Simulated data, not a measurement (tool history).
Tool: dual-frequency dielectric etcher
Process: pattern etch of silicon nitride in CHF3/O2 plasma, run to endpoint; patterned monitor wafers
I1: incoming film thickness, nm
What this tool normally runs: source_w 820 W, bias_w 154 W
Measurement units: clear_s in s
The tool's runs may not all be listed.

{"run": 1, "hour": 0.0, "source_w": 820, "bias_w": 154, "I1": 81.2, "clear_s": 48.6}
{"run": 2, "hour": 10.7, "source_w": 890, "bias_w": 154, "I1": 81.4, "clear_s": 47.2}
{"run": 3, "hour": 17.3, "source_w": 890, "bias_w": 154, "I1": 81.4, "clear_s": 47.2}
{"run": 4, "hour": 32.8, "source_w": 820, "bias_w": 154, "I1": 81.9, "clear_s": 48.8}
{"run": 5, "hour": 48.9, "source_w": 820, "bias_w": 154, "I1": 80.9, "clear_s": 48.3}
{"run": 6, "hour": 63.7, "source_w": 820, "bias_w": 154, "I1": 80.9, "clear_s": 48.4}
{"hour": 74.0, "done": "bias power generator calibrated"}
{"run": 7, "hour": 80.6, "source_w": 820, "bias_w": 154, "I1": 81.1, "clear_s": 48.6}
{"run": 8, "hour": 93.5, "source_w": 820, "bias_w": 154, "I1": 81.4, "clear_s": 49.4}
{"hour": 113.0, "done": "source power generator calibrated"}
{"hour": 120.7, "done": "upper electrode replaced"}
{"run": 9, "hour": 121.2, "source_w": 820, "bias_w": 154, "I1": 81.6, "clear_s": 49.3}
{"run": 10, "hour": 121.5, "source_w": 820, "bias_w": 154, "I1": 80.9, "clear_s": 48.9}
{"run": 11, "hour": 136.2, "source_w": 820, "bias_w": 154, "I1": 81.8, "clear_s": 49.5}
{"run": 12, "hour": 145.6, "source_w": 820, "bias_w": 171, "I1": 81.1, "clear_s": 47.6}
{"run": 13, "hour": 157.1, "source_w": 960, "bias_w": 116, "I1": 80.7, "clear_s": 48.6}
{"hour": 181.1, "done": "wet clean of the chamber"}
{"run": 14, "hour": 181.6, "source_w": 700, "bias_w": 166, "I1": 81.0, "clear_s": 47.9}
{"run": 15, "hour": 182.0, "source_w": 740, "bias_w": 165, "I1": 81.1, "clear_s": 47.1}
{"run": 16, "hour": 196.1, "source_w": 920, "bias_w": 124, "I1": 81.6, "clear_s": 46.7}
{"run": 17, "hour": 204.6, "source_w": 820, "bias_w": 154, "I1": 82.0, "clear_s": 47.1}
{"run": 18, "hour": 215.1, "source_w": 650, "bias_w": 154, "I1": 81.1, "clear_s": 50.6}
{"run": 19, "hour": 226.9, "source_w": 980, "bias_w": 117, "I1": 81.8, "clear_s": 46.3}
{"run": 20, "hour": 241.8, "source_w": 820, "bias_w": 154, "I1": 80.7, "clear_s": 46.5}

What if the next run were any one of these 3? Each begins from the tool's condition after run 20:
{"run": "A", "hour": 242.2, "source_w": 820, "bias_w": 154, "I1": 81.6, "clear_s": "?"}
{"run": "B", "hour": 242.2, "source_w": 770, "bias_w": 121, "I1": 81.6, "clear_s": "?"}
{"run": "C", "hour": 242.2, "source_w": 680, "bias_w": 154, "I1": 81.6, "clear_s": "?"}

run=A clear_s=47.1
run=B clear_s=50.7
run=C clear_s=50.3
Take away the tool's hidden state, keep each run's random variation, and the runs would have read:
run=A clear_s=46.7
run=B clear_s=50.3
run=C clear_s=49.9
